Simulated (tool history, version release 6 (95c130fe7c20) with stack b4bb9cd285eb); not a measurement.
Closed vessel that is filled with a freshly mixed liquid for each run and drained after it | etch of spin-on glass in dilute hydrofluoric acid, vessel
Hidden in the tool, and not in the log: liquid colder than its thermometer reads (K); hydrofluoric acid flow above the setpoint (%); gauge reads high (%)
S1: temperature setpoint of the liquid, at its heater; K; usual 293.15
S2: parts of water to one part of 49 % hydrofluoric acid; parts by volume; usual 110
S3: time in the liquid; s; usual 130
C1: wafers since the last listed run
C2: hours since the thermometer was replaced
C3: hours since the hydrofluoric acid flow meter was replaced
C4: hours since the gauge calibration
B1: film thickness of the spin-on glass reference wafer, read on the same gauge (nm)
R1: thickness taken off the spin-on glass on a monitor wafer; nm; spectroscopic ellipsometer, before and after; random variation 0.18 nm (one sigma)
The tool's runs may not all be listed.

run 1 hour=0 | S1=293.15 S2=110 S3=130 | C1=0 C2=650.8 C3=22.6 C4=1595.5 | B1=130 | R1=39.04
run 2 hour=35.1 | S1=293.15 S2=110 S3=130 | C1=4277 C2=685.9 C3=57.7 C4=1630.6 | B1=129.99 | R1=39.17
run 3 hour=76.6 | S1=294.15 S2=140 S3=130 | C1=5056 C2=727.4 C3=99.2 C4=1672.1 | B1=130.01 | R1=30.99
run 4 hour=106 | S1=291.15 S2=110 S3=130 | C1=3582 C2=756.8 C3=128.6 C4=1701.5 | B1=130.04 | R1=35.91
run 5 hour=137.6 | S1=291.15 S2=110 S3=130 | C1=3850 C2=788.4 C3=160.2 C4=1733.1 | B1=129.97 | R1=35.79
run 6 hour=176.2 | S1=293.15 S2=110 S3=130 | C1=4703 C2=827 C3=198.8 C4=1771.7 | B1=129.99 | R1=38.72
run 7 hour=229.5 | S1=293.15 S2=110 S3=130 | C1=6494 C2=880.3 C3=252.1 C4=1825 | B1=129.98 | R1=38.84
run 8 hour=325.6 | S1=293.15 S2=110 S3=130 | C1=11710 C2=976.4 C3=348.2 C4=1921.1 | B1=129.99 | R1=38.68
run 9 hour=380.2 | S1=293.15 S2=110 S3=130 | C1=6653 C2=1031 C3=402.8 C4=1975.7 | B1=130 | R1=38.54
run 10 hour=413.9 | S1=293.15 S2=110 S3=130 | C1=4106 C2=1064.7 C3=436.5 C4=2009.4 | B1=130.07 | R1=38.86
run 11 hour=438.6 | S1=293.15 S2=135 S3=130 | C1=3009 C2=1089.4 C3=461.2 C4=2034.1 | B1=130.04 | R1=30.64
run 12 hour=462.6 | S1=293.15 S2=110 S3=130 | C1=2924 C2=1113.4 C3=485.2 C4=2058.1 | B1=129.99 | R1=38.55
run 13 hour=493.5 | S1=293.15 S2=110 S3=130 | C1=3765 C2=1144.3 C3=516.1 C4=2089 | B1=130.04 | R1=38.36
run 14 hour=561.4 | S1=293.15 S2=110 S3=130 | C1=8273 C2=1212.2 C3=584 C4=2156.9 | B1=130.02 | R1=38.59
-- hour=649.1 thermometer replaced
run 15 hour=712.4 | S1=291.65 S2=80 S3=205 | C1=18278 C2=63.3 C3=735 C4=2307.9 | B1=130.04 | R1=83.77
run 16 hour=781.9 | S1=293.15 S2=110 S3=85 | C1=8468 C2=132.8 C3=804.5 C4=2377.4 | B1=130.02 | R1=25.91
run 17 hour=960.4 | S1=293.15 S2=110 S3=130 | C1=21751 C2=311.3 C3=983 C4=2555.9 | B1=130.03 | R1=39.41
-- hour=985 gauge calibrated
run 18 hour=1024 | S1=294.65 S2=70 S3=190 | C1=7749 C2=374.9 C3=1046.6 C4=39 | B1=130.04 | R1=100.08
run 19 hour=1053.4 | S1=290.65 S2=80 S3=130 | C1=3582 C2=404.3 C3=1076 C4=68.4 | B1=129.98 | R1=50.65
run 20 hour=1091 | S1=293.15 S2=110 S3=185 | C1=4581 C2=441.9 C3=1113.6 C4=106 | B1=129.93 | R1=55.91
run 21 hour=1137.7 | S1=293.15 S2=110 S3=130 | C1=5690 C2=488.6 C3=1160.3 C4=152.7 | B1=130.04 | R1=39.3
run 22 hour=1183.3 | S1=293.15 S2=110 S3=130 | C1=5556 C2=534.2 C3=1205.9 C4=198.3 | B1=130.01 | R1=39.17
-- hour=1220.6 hydrofluoric acid flow meter replaced
run 23 hour=1222 | S1=297.15 S2=80 S3=55 | C1=4593 C2=572.9 C3=1.4 C4=237 | B1=129.97 | R1=27.96
run 24 hour=1266 | S1=295.15 S2=140 S3=130 | C1=5361 C2=616.9 C3=45.4 C4=281 | B1=129.98 | R1=32.32
run 25 hour=1429.3 | S1=294.65 S2=110 S3=130 | C1=19898 C2=780.2 C3=208.7 C4=444.3 | B1=130.01 | R1=41.8
run 26 hour=1498 | S1=293.15 S2=145 S3=130 | C1=8371 C2=848.9 C3=277.4 C4=513 | B1=130.07 | R1=28.62
run 27 hour=1532.9 | S1=293.15 S2=110 S3=130 | C1=4252 C2=883.8 C3=312.3 C4=547.9 | B1=129.98 | R1=38.91
run 28 hour=1564.5 | S1=290.15 S2=110 S3=50 | C1=3850 C2=915.4 C3=343.9 C4=579.5 | B1=130 | R1=13.24
run 29 hour=1596.7 | S1=293.15 S2=110 S3=130 | C1=3923 C2=947.6 C3=376.1 C4=611.7 | B1=130.03 | R1=38.9
run 30 hour=1663.4 | S1=293.15 S2=155 S3=160 | C1=8127 C2=1014.3 C3=442.8 C4=678.4 | B1=129.98 | R1=32.15
run 31 hour=1687.8 | S1=295.65 S2=110 S3=130 | C1=2973 C2=1038.7 C3=467.2 C4=702.8 | B1=129.99 | R1=42.92
run 32 hour=1714.4 | S1=296.15 S2=110 S3=165 | C1=3241 C2=1065.3 C3=493.8 C4=729.4 | B1=129.97 | R1=55.61

5 ways to go on from here, each from the tool as it stands after run 32. What would each give?
run A hour=1715.1 | S1=293.15 S2=110 S3=130 | C1=85 C2=1066 C3=494.5 C4=730.1 | B1=? | R1=?
run B hour=1715.1 | S1=291.65 S2=80 S3=70 | C1=85 C2=1066 C3=494.5 C4=730.1 | B1=? | R1=?
run C hour=1715.1 | S1=290.15 S2=60 S3=80 | C1=85 C2=1066 C3=494.5 C4=730.1 | B1=? | R1=?
run D hour=1715.1 | S1=298.15 S2=110 S3=130 | C1=85 C2=1066 C3=494.5 C4=730.1 | B1=? | R1=?
run E hour=1715.1 | S1=290.15 S2=70 S3=200 | C1=85 C2=1066 C3=494.5 C4=730.1 | B1=? | R1=?

run=A B1=130.03 R1=38.6
run=B B1=130.03 R1=27.74
run=C B1=130.03 R1=40.5
run=D B1=130.03 R1=47.18
run=E B1=130.03 R1=85.86
Without the tool's hidden state the same runs would have given:
run=A R1=39.71
run=B R1=28.56
run=C R1=41.73
run=D R1=48.47
run=E R1=88.45

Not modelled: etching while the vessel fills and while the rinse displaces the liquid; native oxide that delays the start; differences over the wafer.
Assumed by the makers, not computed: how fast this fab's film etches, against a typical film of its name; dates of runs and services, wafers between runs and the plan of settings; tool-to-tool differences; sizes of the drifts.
